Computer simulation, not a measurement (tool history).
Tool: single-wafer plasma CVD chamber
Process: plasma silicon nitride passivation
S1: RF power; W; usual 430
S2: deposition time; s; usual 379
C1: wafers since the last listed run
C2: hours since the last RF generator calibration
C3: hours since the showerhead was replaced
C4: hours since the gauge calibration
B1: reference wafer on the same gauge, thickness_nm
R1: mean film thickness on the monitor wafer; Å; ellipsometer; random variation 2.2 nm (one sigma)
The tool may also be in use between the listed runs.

Run 1, day 0: usual settings but S2 333 s; C1 0; C2 1044.9; C3 4476; C4 216; B1 583.883. Result: R1 4597.57 Å.
Run 2, day 2.962: usual settings; C1 382; C2 1116; C3 4547.1; C4 287.1; B1 583.847. Result: R1 5249.77 Å.
Run 3, day 7.362: usual settings; C1 568; C2 1221.6; C3 4652.7; C4 392.7; B1 584.251. Result: R1 5206.55 Å.
Run 4, day 11.688: usual settings; C1 558; C2 1325.4; C3 4756.5; C4 496.5; B1 584.18. Result: R1 5195.49 Å.
Run 5, day 16.008: usual settings; C1 558; C2 1429.1; C3 4860.2; C4 600.2; B1 584.256. Result: R1 5228.63 Å.
Run 6, day 20.088: usual settings but S1 475 W; C1 526; C2 1527; C3 4958.1; C4 698.1; B1 583.51. Result: R1 5363.62 Å.
Run 7, day 23.621: usual settings but S1 475 W, S2 423 s; C1 456; C2 1611.8; C3 5042.9; C4 782.9; B1 583.923. Result: R1 5990.34 Å.
Run 8, day 27.65: usual settings; C1 520; C2 1708.5; C3 5139.6; C4 879.6; B1 584.267. Result: R1 5174.52 Å.
At day 28.325: showerhead replaced.
At day 28.821: gauge calibrated.
Run 9, day 30.538: usual settings; C1 329; C2 1777.8; C3 53.1; C4 41.2; B1 583.92. Result: R1 5170.99 Å.
Run 10, day 32.179: usual settings; C1 212; C2 1817.2; C3 92.5; C4 80.6; B1 584.137. Result: R1 5195.46 Å.
At day 32.954: RF generator calibrated.
Run 11, day 35.933: usual settings; C1 441; C2 71.5; C3 182.6; C4 170.7; B1 584.075. Result: R1 5334.54 Å.
Run 12, day 37.446: usual settings; C1 195; C2 107.8; C3 218.9; C4 207; B1 583.87. Result: R1 5291.79 Å.
Run 13, day 40.625: usual settings but S1 405 W, S2 304 s; C1 410; C2 184.1; C3 295.2; C4 283.3; B1 583.839. Result: R1 4175.86 Å.
Run 14, day 42.975: usual settings but S1 370 W; C1 303; C2 240.5; C3 351.6; C4 339.7; B1 583.801. Result: R1 5048.93 Å.
Run 15, day 50.738: usual settings; C1 1002; C2 426.8; C3 537.9; C4 526; B1 584.228. Result: R1 5263.61 Å.
Run 16, day 53.367: usual settings but S1 490 W, S2 356 s; C1 339; C2 489.9; C3 601; C4 589.1; B1 583.92. Result: R1 5157.3 Å.
Run 17, day 56.588: usual settings but S1 375 W; C1 415; C2 567.2; C3 678.3; C4 666.4; B1 583.935. Result: R1 5039.4 Å.
Run 18, day 58.508: usual settings but S1 360 W, S2 430 s; C1 248; C2 613.3; C3 724.4; C4 712.5; B1 584.062. Result: R1 5629.72 Å.
Run 19, day 61.479: usual settings but S1 475 W, S2 354 s; C1 383; C2 684.6; C3 795.7; C4 783.8; B1 583.991. Result: R1 5032.33 Å.
Run 20, day 64.229: usual settings; C1 355; C2 750.6; C3 861.7; C4 849.8; B1 583.775. Result: R1 5238.44 Å.
Run 21, day 67.271: usual settings but S1 465 W, S2 348 s; C1 392; C2 823.6; C3 934.7; C4 922.8; B1 583.595. Result: R1 4893.94 Å.
Run 22, day 71.029: usual settings but S1 345 W, S2 340 s; C1 485; C2 913.8; C3 1024.9; C4 1013; B1 583.973. Result: R1 4378.71 Å.

3 ways to go on from here, each from the tool as it stands after run 22. What would each give?
Run A, day 71.05: usual settings but S2 444 s; C1 2; C2 914.3; C3 1025.4; C4 1013.5; B1 ?. Result: R1 ?.
Run B, day 71.05: usual settings but S1 475 W, S2 401 s; C1 2; C2 914.3; C3 1025.4; C4 1013.5; B1 ?. Result: R1 ?.
Run C, day 71.05: usual settings but S1 385 W, S2 324 s; C1 2; C2 914.3; C3 1025.4; C4 1013.5; B1 ?. Result: R1 ?.

run       B1       R1
  A  583.941  6153.93
  B  583.941  5741.87
  C  583.941  4329.63
Without the tool's hidden state the same runs would have given:
run       R1
  A  6255.95
  B  5837.06
  C  4401.41

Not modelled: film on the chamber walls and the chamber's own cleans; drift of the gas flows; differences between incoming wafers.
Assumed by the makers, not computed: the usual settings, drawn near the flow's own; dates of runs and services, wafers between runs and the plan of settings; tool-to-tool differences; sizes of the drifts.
